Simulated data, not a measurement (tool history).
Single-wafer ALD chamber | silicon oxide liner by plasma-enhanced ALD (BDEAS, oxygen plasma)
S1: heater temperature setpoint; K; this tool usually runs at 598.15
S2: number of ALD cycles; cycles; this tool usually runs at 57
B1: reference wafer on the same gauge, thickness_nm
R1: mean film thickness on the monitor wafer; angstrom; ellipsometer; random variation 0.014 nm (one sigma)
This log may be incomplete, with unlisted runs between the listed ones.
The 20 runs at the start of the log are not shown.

run	day	S1	S2	B1	R1
21	50.883	598.15	57	5.705	56.21
22	53.967	610.15	53	5.708	51.39
23	56.117	593.15	57	5.716	56.71
24	59.5	598.15	57	5.715	56.23
25	63.229	603.15	67	5.705	65.61
# day 66.579: thermocouple changed; heater temperature recalibrated
26	67.05	590.15	66	5.712	65.52
27	70.517	604.15	47	5.706	45.72
28	74.458	606.15	68	5.711	65.73
# day 75.062: gauge calibrated
29	78.379	589.15	51	5.711	50.5
30	81.112	607.15	50	5.709	48.12
31	85.229	598.15	57	5.708	55.85
32	86.733	594.15	57	5.715	55.94
33	91.175	610.15	68	5.712	65.29
34	94.271	589.15	62	5.712	61.75
35	96.267	591.15	54	5.713	53.76
36	99.617	606.15	57	5.713	55.5
37	102.142	605.15	64	5.707	62.04
38	104.383	612.15	52	5.709	49.87
39	108.638	590.15	68	5.714	67.98
40	110.183	607.15	65	5.716	63.3
41	112.925	598.15	53	5.708	52.22
42	115.242	603.15	66	5.706	64.59
43	119.379	593.15	46	5.708	45.77
44	122.575	608.15	57	5.709	55.18
# day 124.567: thermocouple changed; heater temperature recalibrated
45	127.217	598.15	57	5.71	56

5 ways to go on from here, each from the tool as it stands after run 45. What would each give?
A	127.238	598.15	57	?	?
B	127.238	586.15	62	?	?
C	127.238	587.15	50	?	?
D	127.238	603.15	57	?	?
E	127.238	593.15	63	?	?

run	B1	R1
A	5.707	56.19
B	5.707	62.29
C	5.707	50.16
D	5.707	55.74
E	5.707	62.6
Without the tool's unlogged condition, the same runs would have read:
run	R1
A	56.08
B	62.17
C	50.06
D	55.63
E	62.48
